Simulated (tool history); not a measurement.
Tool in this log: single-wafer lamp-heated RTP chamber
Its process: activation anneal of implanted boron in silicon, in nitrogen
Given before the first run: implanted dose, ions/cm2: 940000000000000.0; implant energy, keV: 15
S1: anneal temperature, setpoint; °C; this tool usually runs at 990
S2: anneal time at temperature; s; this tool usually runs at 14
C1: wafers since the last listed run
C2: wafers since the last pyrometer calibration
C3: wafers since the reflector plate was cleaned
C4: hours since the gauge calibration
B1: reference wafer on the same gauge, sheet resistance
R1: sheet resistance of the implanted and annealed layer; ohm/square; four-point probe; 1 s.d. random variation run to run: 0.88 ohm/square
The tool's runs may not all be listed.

Run 1, hour 0.0: usual settings; C1 0; C2 2251; C3 6966; C4 440.0; B1 177.92. Result: R1 154.07 ohm/square.
At hour 11.2: gauge calibrated.
At hour 63.2: reflector plate cleaned.
Run 2, hour 68.9: usual settings; C1 1436; C2 3688; C3 135; C4 57.7; B1 177.63. Result: R1 154.41 ohm/square.
At hour 104.7: pyrometer window cleaned and pyrometer calibrated.
Run 3, hour 130.4: usual settings; C1 1262; C2 606; C3 1397; C4 119.2; B1 177.76. Result: R1 157.02 ohm/square.
Run 4, hour 156.2: usual settings; C1 608; C2 1214; C3 2006; C4 145.0; B1 178.44. Result: R1 154.84 ohm/square.
Run 5, hour 225.5: usual settings; C1 1635; C2 2850; C3 3641; C4 214.3; B1 178.22. Result: R1 153.20 ohm/square.
Run 6, hour 272.1: usual settings; C1 1099; C2 3949; C3 4740; C4 260.9; B1 178.22. Result: R1 154.17 ohm/square.
At hour 325.8: pyrometer window cleaned and pyrometer calibrated.
Run 7, hour 340.0: usual settings; C1 1413; C2 335; C3 6154; C4 328.8; B1 177.74. Result: R1 157.65 ohm/square.
Run 8, hour 408.3: usual settings; C1 1611; C2 1946; C3 7765; C4 397.1; B1 178.07. Result: R1 153.75 ohm/square.
Run 9, hour 436.7: usual settings but S1 1003 °C, S2 18 s; C1 670; C2 2617; C3 8436; C4 425.5; B1 178.04. Result: R1 149.92 ohm/square.
Run 10, hour 462.8: usual settings but S1 981 °C; C1 615; C2 3232; C3 9051; C4 451.6; B1 178.12. Result: R1 160.32 ohm/square.
At hour 493.6: reflector plate cleaned.
At hour 493.8: gauge calibrated.
Run 11, hour 545.2: usual settings but S2 9 s; C1 1755; C2 4988; C3 1216; C4 51.4; B1 177.98. Result: R1 155.73 ohm/square.
At hour 588.3: pyrometer window cleaned and pyrometer calibrated.
Run 12, hour 616.6: usual settings but S2 20 s; C1 1495; C2 666; C3 2712; C4 122.8; B1 178.31. Result: R1 153.74 ohm/square.
Run 13, hour 662.4: usual settings; C1 1080; C2 1747; C3 3793; C4 168.6; B1 178.44. Result: R1 153.60 ohm/square.
Run 14, hour 704.2: usual settings but S1 971 °C; C1 986; C2 2733; C3 4779; C4 210.4; B1 178.09. Result: R1 165.79 ohm/square.

What will run 15 give?
Run 15, hour 758.2: usual settings but S1 1001 °C; C1 1274; C2 4008; C3 6054; C4 264.4; B1 ?. Result: R1 ?.

Logged for run 15: B1 177.84, R1 149.68 ohm/square.
The same run, on a tool lacking any hidden state, would have yielded R1 152.09 ohm/square.

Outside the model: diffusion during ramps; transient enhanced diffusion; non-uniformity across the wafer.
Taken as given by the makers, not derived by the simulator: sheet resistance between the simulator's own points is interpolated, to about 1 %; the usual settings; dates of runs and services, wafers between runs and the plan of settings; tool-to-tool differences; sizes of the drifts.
